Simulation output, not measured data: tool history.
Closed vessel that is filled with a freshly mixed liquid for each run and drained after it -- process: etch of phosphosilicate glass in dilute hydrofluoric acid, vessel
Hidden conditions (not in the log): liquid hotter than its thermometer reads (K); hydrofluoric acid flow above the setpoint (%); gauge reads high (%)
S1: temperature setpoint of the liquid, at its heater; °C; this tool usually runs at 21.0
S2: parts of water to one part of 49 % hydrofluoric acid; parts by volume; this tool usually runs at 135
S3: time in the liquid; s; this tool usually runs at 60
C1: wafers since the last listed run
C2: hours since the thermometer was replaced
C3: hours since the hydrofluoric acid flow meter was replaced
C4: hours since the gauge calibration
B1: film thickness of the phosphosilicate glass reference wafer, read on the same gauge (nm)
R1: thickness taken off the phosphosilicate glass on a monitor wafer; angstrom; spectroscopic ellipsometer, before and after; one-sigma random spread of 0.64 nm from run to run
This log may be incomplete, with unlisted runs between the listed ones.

Run 1, hour 0.0: usual settings; C1 0; C2 1168.6; C3 756.7; C4 443.3; B1 69.99. Result: R1 796.9 angstrom.
Run 2, hour 57.6: usual settings but S1 24.0 °C, S2 190 parts by volume; C1 6042; C2 1226.2; C3 814.3; C4 500.9; B1 69.99. Result: R1 607.5 angstrom.
Run 3, hour 102.6: usual settings but S1 24.0 °C, S2 190 parts by volume; C1 4720; C2 1271.2; C3 859.3; C4 545.9; B1 69.98. Result: R1 612.6 angstrom.
Run 4, hour 147.5: usual settings but S1 24.0 °C, S2 190 parts by volume; C1 4710; C2 1316.1; C3 904.2; C4 590.8; B1 69.98. Result: R1 609.4 angstrom.
At hour 183.4: gauge calibrated.
Run 5, hour 184.3: usual settings; C1 3860; C2 1352.9; C3 941.0; C4 0.9; B1 70.03. Result: R1 818.6 angstrom.
Run 6, hour 214.0: usual settings but S1 20.0 °C, S2 150 parts by volume; C1 3115; C2 1382.6; C3 970.7; C4 30.6; B1 69.99. Result: R1 685.6 angstrom.
Run 7, hour 241.2: usual settings but S1 20.0 °C, S2 150 parts by volume; C1 2853; C2 1409.8; C3 997.9; C4 57.8; B1 70.02. Result: R1 700.0 angstrom.
Run 8, hour 308.2: usual settings but S1 20.0 °C, S2 150 parts by volume; C1 7029; C2 1476.8; C3 1064.9; C4 124.8; B1 70.00. Result: R1 699.9 angstrom.
Run 9, hour 376.2: usual settings; C1 7133; C2 1544.8; C3 1132.9; C4 192.8; B1 70.03. Result: R1 809.8 angstrom.
At hour 411.4: hydrofluoric acid flow meter replaced.
Run 10, hour 416.5: usual settings; C1 4122; C2 1585.1; C3 5.1; C4 233.1; B1 69.99. Result: R1 774.8 angstrom.
At hour 476.7: thermometer replaced.
Run 11, hour 484.3: usual settings; C1 7008; C2 7.6; C3 72.9; C4 300.9; B1 70.01. Result: R1 773.7 angstrom.
Run 12, hour 592.1: usual settings; C1 11309; C2 115.4; C3 180.7; C4 408.7; B1 69.99. Result: R1 763.4 angstrom.
Run 13, hour 648.9: usual settings; C1 5958; C2 172.2; C3 237.5; C4 465.5; B1 70.02. Result: R1 776.1 angstrom.
Run 14, hour 709.2: usual settings but S2 190 parts by volume; C1 6326; C2 232.5; C3 297.8; C4 525.8; B1 70.02. Result: R1 527.4 angstrom.
Run 15, hour 763.1: usual settings but S1 23.5 °C, S2 175 parts by volume; C1 5654; C2 286.4; C3 351.7; C4 579.7; B1 69.97. Result: R1 643.9 angstrom.
At hour 800.5: gauge calibrated.
Run 16, hour 820.5: usual settings but S1 17.0 °C, S2 200 parts by volume, S3 45 s; C1 6021; C2 343.8; C3 409.1; C4 20.0; B1 70.01. Result: R1 318.8 angstrom.
Run 17, hour 891.7: usual settings but S3 80 s; C1 7469; C2 415.0; C3 480.3; C4 91.2; B1 69.98. Result: R1 1058.9 angstrom.
Run 18, hour 929.7: usual settings but S1 17.0 °C, S2 95 parts by volume, S3 90 s; C1 3986; C2 453.0; C3 518.3; C4 129.2; B1 70.00. Result: R1 1496.7 angstrom.
Run 19, hour 989.6: usual settings but S1 24.0 °C, S2 75 parts by volume; C1 6284; C2 512.9; C3 578.2; C4 189.1; B1 69.98. Result: R1 1724.8 angstrom.
Run 20, hour 1033.1: usual settings but S1 20.0 °C, S2 150 parts by volume; C1 4563; C2 556.4; C3 621.7; C4 232.6; B1 70.02. Result: R1 683.5 angstrom.
Run 21, hour 1077.3: usual settings but S2 160 parts by volume, S3 75 s; C1 4637; C2 600.6; C3 665.9; C4 276.8; B1 69.95. Result: R1 826.1 angstrom.
Run 22, hour 1109.4: usual settings but S1 18.5 °C, S2 80 parts by volume, S3 40 s; C1 3367; C2 632.7; C3 698.0; C4 308.9; B1 69.96. Result: R1 871.5 angstrom.

Subtracting, for every run, the result it would have given without the tool's unlogged condition from the measured result gives the following. The same run-to-run variation enters both numbers; the gauge's scatter may not:
run     R1
  1  +42.0
  2  +35.8
  3  +37.7
  4  +39.3
  5  +51.9
  6  +45.0
  7  +47.1
  8  +49.7
  9  +60.3
 10   +8.2
 11  +11.5
 12  +16.7
 13  +19.7
 14  +15.9
 15  +21.7
 16  +11.8
 17  +42.7
 18  +61.2
 19  +76.1
 20  +33.6
 21  +43.3
 22  +44.2
